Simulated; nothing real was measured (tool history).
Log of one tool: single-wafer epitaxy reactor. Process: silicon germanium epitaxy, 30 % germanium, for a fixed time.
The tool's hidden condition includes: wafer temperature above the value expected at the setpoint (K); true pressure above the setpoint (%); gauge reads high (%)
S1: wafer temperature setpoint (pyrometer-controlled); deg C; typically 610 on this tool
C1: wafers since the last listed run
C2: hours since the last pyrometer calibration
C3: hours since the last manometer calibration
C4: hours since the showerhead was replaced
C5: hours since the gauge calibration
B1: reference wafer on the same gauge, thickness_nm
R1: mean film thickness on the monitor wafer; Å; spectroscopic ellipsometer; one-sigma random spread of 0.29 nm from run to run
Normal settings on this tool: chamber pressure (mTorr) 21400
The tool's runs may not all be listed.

{"run": 1, "hour": 0.0, "S1": 610, "chamber pressure (mTorr)": 24900, "C1": 0, "C2": 1780.1, "C3": 860.2, "C4": 3009.1, "C5": 166.7, "B1": 63.976, "R1": 718.86}
{"run": 2, "hour": 32.0, "S1": 606, "chamber pressure (mTorr)": 21400, "C1": 752, "C2": 1812.1, "C3": 892.2, "C4": 3041.1, "C5": 198.7, "B1": 64.011, "R1": 622.81}
{"run": 3, "hour": 46.1, "S1": 606, "chamber pressure (mTorr)": 21400, "C1": 331, "C2": 1826.2, "C3": 906.3, "C4": 3055.2, "C5": 212.8, "B1": 64.03, "R1": 627.87}
{"run": 4, "hour": 66.0, "S1": 610, "chamber pressure (mTorr)": 21400, "C1": 468, "C2": 1846.1, "C3": 926.2, "C4": 3075.1, "C5": 232.7, "B1": 63.948, "R1": 684.93}
{"run": 5, "hour": 86.9, "S1": 610, "chamber pressure (mTorr)": 21400, "C1": 491, "C2": 1867.0, "C3": 947.1, "C4": 3096.0, "C5": 253.6, "B1": 64.088, "R1": 683.74}
{"run": 6, "hour": 111.0, "S1": 610, "chamber pressure (mTorr)": 21400, "C1": 567, "C2": 1891.1, "C3": 971.2, "C4": 3120.1, "C5": 277.7, "B1": 64.014, "R1": 677.14}
{"run": 7, "hour": 146.7, "S1": 613, "chamber pressure (mTorr)": 21400, "C1": 840, "C2": 1926.8, "C3": 1006.9, "C4": 3155.8, "C5": 313.4, "B1": 64.02, "R1": 719.2}
{"hour": 157.5, "done": "pyrometer calibrated"}
{"run": 8, "hour": 163.6, "S1": 602, "chamber pressure (mTorr)": 18600, "C1": 209, "C2": 6.1, "C3": 1023.8, "C4": 3172.7, "C5": 330.3, "B1": 64.06, "R1": 616.95}
{"run": 9, "hour": 179.2, "S1": 602, "chamber pressure (mTorr)": 18600, "C1": 367, "C2": 21.7, "C3": 1039.4, "C4": 3188.3, "C5": 345.9, "B1": 63.98, "R1": 618.44}
{"run": 10, "hour": 208.2, "S1": 602, "chamber pressure (mTorr)": 18600, "C1": 682, "C2": 50.7, "C3": 1068.4, "C4": 3217.3, "C5": 374.9, "B1": 63.976, "R1": 606.15}
{"hour": 208.4, "done": "gauge calibrated"}
{"run": 11, "hour": 236.4, "S1": 610, "chamber pressure (mTorr)": 21400, "C1": 663, "C2": 78.9, "C3": 1096.6, "C4": 3245.5, "C5": 28.0, "B1": 64.027, "R1": 752.16}
{"run": 12, "hour": 269.5, "S1": 603, "chamber pressure (mTorr)": 26200, "C1": 778, "C2": 112.0, "C3": 1129.7, "C4": 3278.6, "C5": 61.1, "B1": 64.054, "R1": 701.61}
{"hour": 297.7, "done": "showerhead replaced"}
{"run": 13, "hour": 300.4, "S1": 601, "chamber pressure (mTorr)": 25400, "C1": 538, "C2": 142.9, "C3": 1160.6, "C4": 2.7, "C5": 92.0, "B1": 64.047, "R1": 661.32}
{"run": 14, "hour": 314.2, "S1": 618, "chamber pressure (mTorr)": 23900, "C1": 324, "C2": 156.7, "C3": 1174.4, "C4": 16.5, "C5": 105.8, "B1": 63.938, "R1": 916.93}
{"hour": 350.6, "done": "capacitance manometer re-zeroed and calibrated"}
{"run": 15, "hour": 351.1, "S1": 610, "chamber pressure (mTorr)": 23400, "C1": 680, "C2": 193.6, "C3": 0.5, "C4": 53.4, "C5": 142.7, "B1": 64.017, "R1": 779.04}
{"run": 16, "hour": 374.8, "S1": 622, "chamber pressure (mTorr)": 16500, "C1": 557, "C2": 217.3, "C3": 24.2, "C4": 77.1, "C5": 166.4, "B1": 63.952, "R1": 866.77}
{"run": 17, "hour": 388.0, "S1": 602, "chamber pressure (mTorr)": 18600, "C1": 310, "C2": 230.5, "C3": 37.4, "C4": 90.3, "C5": 179.6, "B1": 64.116, "R1": 603.66}
{"run": 18, "hour": 405.4, "S1": 624, "chamber pressure (mTorr)": 26400, "C1": 409, "C2": 247.9, "C3": 54.8, "C4": 107.7, "C5": 197.0, "B1": 63.961, "R1": 1065.27}
{"run": 19, "hour": 432.8, "S1": 610, "chamber pressure (mTorr)": 21400, "C1": 644, "C2": 275.3, "C3": 82.2, "C4": 135.1, "C5": 224.4, "B1": 64.07, "R1": 748.68}
{"run": 20, "hour": 457.6, "S1": 610, "chamber pressure (mTorr)": 21400, "C1": 583, "C2": 300.1, "C3": 107.0, "C4": 159.9, "C5": 249.2, "B1": 63.893, "R1": 750.26}
{"run": 21, "hour": 470.9, "S1": 610, "chamber pressure (mTorr)": 21400, "C1": 312, "C2": 313.4, "C3": 120.3, "C4": 173.2, "C5": 262.5, "B1": 63.988, "R1": 746.59}
{"run": 22, "hour": 497.8, "S1": 616, "chamber pressure (mTorr)": 21400, "C1": 632, "C2": 340.3, "C3": 147.2, "C4": 200.1, "C5": 289.4, "B1": 63.967, "R1": 837.89}

Hidden state or all else? Some run-to-run changes of R1, split into what the settings, what came in and random variation would give without the hidden state, and what is left for the hidden state (with any gauge scatter that isn't in both results):
Run 1 -> 2: S1 610 -> 606, chamber pressure (mTorr) 24900 -> 21400. R1 -96.05 Å: hidden state +7.96, all else -104.01.
Run 7 -> 8: S1 613 -> 602, chamber pressure (mTorr) 21400 -> 18600, pyrometer calibrated. R1 -102.25 Å: hidden state +86.85, all else -189.10.
Run 17 -> 18: S1 602 -> 624, chamber pressure (mTorr) 18600 -> 26400. R1 +461.61 Å: hidden state -6.09, all else +467.70.
Run 18 -> 19: S1 624 -> 610, chamber pressure (mTorr) 26400 -> 21400. R1 -316.59 Å: hidden state +2.17, all else -318.76.
